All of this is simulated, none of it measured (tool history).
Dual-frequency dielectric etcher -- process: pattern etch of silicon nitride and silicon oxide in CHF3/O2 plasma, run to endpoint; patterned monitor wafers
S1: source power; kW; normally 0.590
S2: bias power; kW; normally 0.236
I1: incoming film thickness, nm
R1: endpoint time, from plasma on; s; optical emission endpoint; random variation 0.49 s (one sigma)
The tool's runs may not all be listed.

run	day	S1	S2	I1	R1
1	0.000	0.590	0.236	275.1	164.8
2	1.396	0.660	0.236	273.7	159.3
3	2.400	0.550	0.236	273.5	166.5
4	3.050	0.590	0.236	273.9	163.8
5	6.817	0.590	0.236	276.5	166.8
6	7.662	0.590	0.236	274.8	165.3
7	9.004	0.590	0.236	275.7	166.5
8	10.233	0.590	0.236	276.8	167.1
9	10.954	0.590	0.236	276.8	167.6
10	12.092	0.590	0.236	273.6	165.6
11	13.458	0.590	0.263	273.5	159.3
# day 13.846: source power generator calibrated
12	14.717	0.590	0.263	274.1	159.8
# day 15.071: bias power generator calibrated
13	15.512	0.590	0.263	274.6	160.6
# day 17.221: wet clean of the chamber
14	17.242	0.590	0.236	272.7	163.3
15	17.342	0.590	0.236	270.4	160.7
16	18.604	0.590	0.236	276.8	165.4
17	19.633	0.720	0.210	272.3	161.0
18	20.742	0.450	0.252	275.8	171.5
19	21.596	0.590	0.236	272.0	163.1
20	22.304	0.500	0.293	271.8	155.4
# day 23.517: upper electrode replaced
21	23.538	0.700	0.236	272.0	156.6
22	24.175	0.590	0.236	272.2	163.6
23	25.033	0.590	0.236	270.9	162.3
24	27.838	0.590	0.283	271.9	153.5
25	29.162	0.590	0.236	272.5	165.0
26	30.362	0.470	0.252	274.6	171.8
27	31.662	0.680	0.256	274.8	156.3
28	32.783	0.660	0.180	273.9	178.5
29	33.754	0.540	0.283	272.5	158.4
30	35.058	0.630	0.272	273.8	156.4
31	36.250	0.530	0.236	273.8	170.4
32	37.208	0.540	0.260	272.7	163.9
33	38.100	0.700	0.184	274.8	174.9
# day 39.229: wet clean of the chamber
34	39.250	0.590	0.236	273.6	162.2
35	39.842	0.500	0.236	271.7	168.5

Predict each of these 4 candidate next runs independently; none follows another, all start after run 35:
A	39.862	0.590	0.291	274.2	?
B	39.862	0.590	0.269	274.2	?
C	39.862	0.540	0.258	274.2	?
D	39.862	0.590	0.179	274.2	?

run	R1
A	151.5
B	155.9
C	161.7
D	180.1
Without the tool's hidden state the same runs would have given:
run	R1
A	151.8
B	156.2
C	162.0
D	180.4

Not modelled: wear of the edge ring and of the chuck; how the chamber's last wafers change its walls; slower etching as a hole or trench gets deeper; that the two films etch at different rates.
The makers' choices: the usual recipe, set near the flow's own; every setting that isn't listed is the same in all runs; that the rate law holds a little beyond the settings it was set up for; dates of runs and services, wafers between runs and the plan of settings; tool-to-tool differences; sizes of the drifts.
